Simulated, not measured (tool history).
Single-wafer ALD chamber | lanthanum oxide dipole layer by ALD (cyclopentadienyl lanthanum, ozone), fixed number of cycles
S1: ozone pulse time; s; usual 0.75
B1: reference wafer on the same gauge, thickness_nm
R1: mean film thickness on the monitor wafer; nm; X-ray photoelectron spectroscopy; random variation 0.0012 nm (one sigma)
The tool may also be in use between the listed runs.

run	day	S1	B1	R1
1	0	0.57	0.451	0.377
2	1.992	0.75	0.451	0.452
3	4.025	0.75	0.451	0.454
4	6.238	0.75	0.451	0.454
5	7.829	0.75	0.451	0.454
6	8.858	0.75	0.451	0.454
7	10.35	0.75	0.451	0.454
8	13.321	0.75	0.451	0.453
9	15.667	0.58	0.451	0.382
10	17.088	0.58	0.451	0.381
11	18.571	0.94	0.451	0.507
12	20.317	0.94	0.451	0.508
13	21.904	0.75	0.452	0.453
14	24.171	0.75	0.451	0.453
15	30.417	0.75	0.451	0.455
16	32.542	0.6	0.451	0.39
17	35.238	0.75	0.451	0.455
# day 36.404: showerhead replaced
# day 38.196: thermocouple changed; heater temperature recalibrated
18	38.217	0.99	0.451	0.517
19	40.2	0.75	0.451	0.452
# day 40.938: ozone generator serviced
# day 41.675: gauge calibrated
20	43.05	0.75	0.451	0.462
21	45.446	0.75	0.451	0.463
22	48.412	0.75	0.452	0.459
23	50.038	0.56	0.45	0.374
24	53.004	0.67	0.451	0.428
25	54.746	0.89	0.451	0.499
26	56.346	0.75	0.451	0.455
27	58.754	0.66	0.451	0.424
28	61.229	0.65	0.451	0.419
29	63.783	0.63	0.451	0.409
30	65.842	0.61	0.451	0.399

5 ways to go on from here, each from the tool as it stands after run 30. What would each give?
A	65.858	0.49	?	?
B	65.858	0.96	?	?
C	65.858	0.52	?	?
D	65.858	1.01	?	?
E	65.858	0.62	?	?

run	B1	R1
A	0.451	0.33
B	0.451	0.512
C	0.451	0.349
D	0.451	0.522
E	0.451	0.403
Without the tool's hidden state the same runs would have given:
run	R1
A	0.338
B	0.518
C	0.357
D	0.527
E	0.411

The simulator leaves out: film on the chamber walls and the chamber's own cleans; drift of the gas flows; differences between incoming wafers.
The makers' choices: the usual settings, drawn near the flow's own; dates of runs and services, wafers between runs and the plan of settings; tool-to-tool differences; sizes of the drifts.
